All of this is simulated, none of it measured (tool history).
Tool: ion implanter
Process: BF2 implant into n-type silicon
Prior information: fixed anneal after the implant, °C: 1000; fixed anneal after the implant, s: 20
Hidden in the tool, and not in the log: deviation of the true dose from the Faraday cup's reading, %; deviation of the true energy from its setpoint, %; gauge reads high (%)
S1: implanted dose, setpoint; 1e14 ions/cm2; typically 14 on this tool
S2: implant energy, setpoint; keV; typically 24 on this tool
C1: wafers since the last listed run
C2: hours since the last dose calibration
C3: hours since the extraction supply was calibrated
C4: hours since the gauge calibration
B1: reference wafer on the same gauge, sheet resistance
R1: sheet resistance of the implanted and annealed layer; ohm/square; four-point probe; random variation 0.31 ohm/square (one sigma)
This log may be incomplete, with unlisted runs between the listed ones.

run	day	S1	S2	C1	C2	C3	C4	B1	R1
1	0	14	24	0	573.5	3612.8	40.4	190.02	173.99
2	1.229	14	24	313	603	3642.3	69.9	190.04	174.05
3	3.296	14	24	526	652.6	3691.9	119.5	190.05	173.97
4	11.154	14	24	2002	841.2	3880.5	308.1	189.95	173.95
5	14.146	14	24	762	913	3952.3	379.9	190	173.57
6	16.917	15.33	24	706	979.5	4018.8	446.4	190.1	170.63
7	18.475	15.33	24	397	1016.9	4056.2	483.8	190.06	170.51
8	21.146	15.33	24	680	1081	4120.3	547.9	190.16	171.19
9	23.221	14	24	528	1130.8	4170.1	597.7	190.12	173.49
10	25.904	14	24	683	1195.2	4234.5	662.1	189.94	173.39
11	27.154	14	24	318	1225.2	4264.5	692.1	190.01	173.1
12	28.871	14	24	437	1266.4	4305.7	733.3	189.96	173.38
13	31.179	14	24	588	1321.8	4361.1	788.7	189.98	172.44
14	32.725	14	24	393	1358.9	4398.2	825.8	189.96	172.88
15	35.346	15.11	24	667	1421.8	4461.1	888.7	189.98	170.7
# day 36.358: gauge calibrated
16	37.675	15.11	24	593	1477.7	4517	31.6	190.01	170.36
17	38.983	10.58	24	333	1509.1	4548.4	63	190.12	184.98
# day 39.846: extraction supply calibrated
18	40.554	15.81	28	315	1546.8	17	100.7	189.94	159.44
19	41.917	10.37	17.5	347	1579.5	49.7	133.4	190.04	215.83
20	43.483	16.98	20.5	399	1617.1	87.3	171	189.9	183.54
# day 48.296: Faraday cup replaced and dose calibrated
21	52.333	15.11	24	2170	96.9	299.7	383.4	189.96	172.69
22	53.558	10.6	28.5	312	126.3	329.1	412.8	190.01	174.58
23	55.329	14	24	451	168.8	371.6	455.3	190.02	175.56
24	57.479	14	17	547	220.4	423.2	506.9	190.01	204.26
25	58.954	14	24	375	255.8	458.6	542.3	189.98	175.42
26	60.567	14	24	410	294.5	497.3	581	189.88	175.7
27	62.017	10.22	20.5	369	329.3	532.1	615.8	189.97	202.13
28	63.971	16.98	20.5	498	376.2	579	662.7	190.09	183.88
29	65.975	17.75	27	510	424.3	627.1	710.8	190.12	160.15
30	68.658	10.6	28.5	683	488.7	691.5	775.2	190.04	173.57
31	69.688	15.13	18.5	262	513.4	716.2	799.9	189.88	195.47
# day 69.975: gauge calibrated
32	71.046	14	20.5	346	546	748.8	25.7	189.92	188.55

What if the next run were any one of these 4? Each begins from the tool's condition after run 32:
A	71.062	10.91	24	4	546.4	749.2	26.1	?	?
B	71.062	18.16	29.5	4	546.4	749.2	26.1	?	?
C	71.062	11.49	26	4	546.4	749.2	26.1	?	?
D	71.062	12.84	19.5	4	546.4	749.2	26.1	?	?

run	B1	R1
A	189.84	186.17
B	189.84	153.11
C	189.84	177.09
D	189.84	196.37
Take away the tool's hidden state, keep each run's random variation, and the runs would have read:
run	R1
A	186.28
B	153.21
C	177.19
D	196.48

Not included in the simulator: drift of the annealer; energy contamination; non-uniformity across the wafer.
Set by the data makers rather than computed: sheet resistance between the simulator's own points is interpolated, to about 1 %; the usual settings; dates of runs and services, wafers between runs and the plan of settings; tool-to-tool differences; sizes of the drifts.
